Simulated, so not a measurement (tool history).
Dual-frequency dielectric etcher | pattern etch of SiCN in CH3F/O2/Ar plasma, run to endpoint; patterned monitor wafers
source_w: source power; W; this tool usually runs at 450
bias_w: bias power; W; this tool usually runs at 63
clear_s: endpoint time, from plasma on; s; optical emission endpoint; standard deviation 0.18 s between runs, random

| run | hour | source_w | bias_w | wafers since the last listed run | hours since the last wet clean | hours since the last source power generator calibration | hours since the last bias power generator calibration | hours since the last upper electrode change | incoming incoming film thickness, nm | clear_s |
|---|---|---|---|---|---|---|---|---|---|---|
| 1 | 0 | 380 | 63 | 0 | 216.9 | 1244.5 | 1333.4 | 1704.6 | 11.84 | 30.2 |
| 2 | 143.6 | 450 | 63 | 2280 | 360.5 | 1388.1 | 1477 | 1848.2 | 11.86 | 28.2 |
|  | 197.9 | wet clean of the chamber |
| 3 | 346.1 | 450 | 63 | 2835 | 148.2 | 1590.6 | 1679.5 | 2050.7 | 11.89 | 28.8 |
| 4 | 414.3 | 450 | 63 | 1083 | 216.4 | 1658.8 | 1747.7 | 2118.9 | 11.89 | 28.7 |
| 5 | 471.4 | 450 | 63 | 906 | 273.5 | 1715.9 | 1804.8 | 2176 | 11.8 | 28.2 |
| 6 | 529.9 | 450 | 63 | 929 | 332 | 1774.4 | 1863.3 | 2234.5 | 11.92 | 28.5 |
| 7 | 562.4 | 450 | 63 | 516 | 364.5 | 1806.9 | 1895.8 | 2267 | 11.91 | 28.6 |
| 8 | 591.3 | 450 | 63 | 459 | 393.4 | 1835.8 | 1924.7 | 2295.9 | 11.88 | 28.4 |
|  | 630.1 | bias power generator calibrated |
| 9 | 648.7 | 510 | 63 | 848 | 450.8 | 1893.2 | 18.6 | 2353.3 | 11.89 | 26.7 |
|  | 679.2 | wet clean of the chamber |
| 10 | 689.2 | 510 | 63 | 262 | 10 | 1933.7 | 59.1 | 2393.8 | 11.84 | 27.8 |
| 11 | 715.3 | 450 | 71 | 414 | 36.1 | 1959.8 | 85.2 | 2419.9 | 11.78 | 27.8 |
| 12 | 750.8 | 450 | 71 | 563 | 71.6 | 1995.3 | 120.7 | 2455.4 | 12 | 28.2 |
|  | 782.4 | upper electrode replaced |
| 13 | 807.6 | 490 | 63 | 520 | 128.4 | 2052.1 | 177.5 | 25.2 | 11.95 | 28.4 |
| 14 | 860.6 | 370 | 63 | 841 | 181.4 | 2105.1 | 230.5 | 78.2 | 11.91 | 31 |
| 15 | 907.7 | 540 | 75 | 748 | 228.5 | 2152.2 | 277.6 | 125.3 | 11.88 | 25.5 |
| 16 | 974.2 | 450 | 63 | 1056 | 295 | 2218.7 | 344.1 | 191.8 | 11.88 | 28.5 |
|  | 983.2 | source power generator calibrated |
| 17 | 1018 | 400 | 70 | 632 | 338.8 | 34.8 | 387.9 | 235.6 | 11.84 | 28.5 |
| 18 | 1081.7 | 450 | 63 | 1011 | 402.5 | 98.5 | 451.6 | 299.3 | 11.9 | 28.4 |
| 19 | 1128.1 | 400 | 54 | 736 | 448.9 | 144.9 | 498 | 345.7 | 11.93 | 31.5 |
|  | 1180 | wet clean of the chamber |
| 20 | 1180.5 | 550 | 51 | 451 | 0.5 | 197.3 | 550.4 | 398.1 | 11.87 | 29.5 |
| 21 | 1205.7 | 480 | 72 | 400 | 25.7 | 222.5 | 575.6 | 423.3 | 11.91 | 27.5 |
| 22 | 1328.1 | 530 | 57 | 1944 | 148.1 | 344.9 | 698 | 545.7 | 11.89 | 28.5 |
| 23 | 1379.8 | 450 | 63 | 821 | 199.8 | 396.6 | 749.7 | 597.4 | 11.85 | 28.6 |
| 24 | 1447.3 | 560 | 63 | 1072 | 267.3 | 464.1 | 817.2 | 664.9 | 11.82 | 26 |

Some steps in clear_s, run to run, broken into two amounts with sign: the step expected even without the hidden condition (settings, incoming material, random variation), and the rest, left for the hidden condition together with whatever gauge scatter is not in both the measured and the hidden-condition-free result:
Unlogged tool condition in this case: etch rate over this chamber's usual, %; source power that arrives over what is set, %; bias power that arrives over what is set, %.
Run 9 -> 10: wet clean of the chamber. clear_s +1.1 s: hidden state +1.2, all else -0.1.
Run 14 -> 15: source_w 370 -> 540, bias_w 63 -> 75. clear_s -5.5 s: hidden state +0.1, all else -5.6.
Run 18 -> 19: source_w 450 -> 400, bias_w 63 -> 54. clear_s +3.1 s: hidden state -0.2, all else +3.3.
Run 19 -> 20: source_w 400 -> 550, bias_w 54 -> 51, wet clean of the chamber. clear_s -2 s: hidden state +1.1, all else -3.1.
